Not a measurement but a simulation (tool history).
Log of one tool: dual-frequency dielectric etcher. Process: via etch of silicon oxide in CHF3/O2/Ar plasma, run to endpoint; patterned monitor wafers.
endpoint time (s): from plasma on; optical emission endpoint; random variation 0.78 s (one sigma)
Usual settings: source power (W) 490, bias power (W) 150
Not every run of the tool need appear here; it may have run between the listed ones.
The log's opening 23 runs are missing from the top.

run    hour  source power (W)  bias power (W)  incoming incoming film thickness, nm  endpoint time (s)
     1650.2  -- source power generator calibrated
 24  1706.8               440             181                                 426.6                252
 25  1755.1               490             150                                 427.8              257.2
 26  1814.2               490             150                                 427.4              255.1
 27  1910.4               430             119                                 430.8              284.4
     1937.6  -- wet clean of the chamber
 28  1981.2               550             150                                 425.4              248.3
 29    2072               490             150                                 429.1              258.9
 30  2136.9               420             166                                 425.1              263.3
 31    2204               390             118                                 424.9              293.9
 32  2272.8               530             122                                   429              265.2
 33  2334.8               490             139                                 426.1              259.6
 34  2374.8               400             140                                 424.3              276.3
     2424.7  -- wet clean of the chamber
 35  2447.2               560             168                                 426.3              239.3

Below are 4 alternative next runs, each starting from the tool's condition after run 35. Predict each:
  A  2447.7               490             150                                 427.3                  ?
  B  2447.7               590             165                                 427.3                  ?
  C  2447.7               450             131                                 427.3                  ?
  D  2447.7               530             150                                 427.3                  ?

run  endpoint time (s)
  A              258.8
  B              236.4
  C              276.4
  D              251.9
Stripped of hidden state, with their random variation kept, the same runs would have yielded:
run  endpoint time (s)
  A              258.8
  B              236.3
  C              276.3
  D              251.8
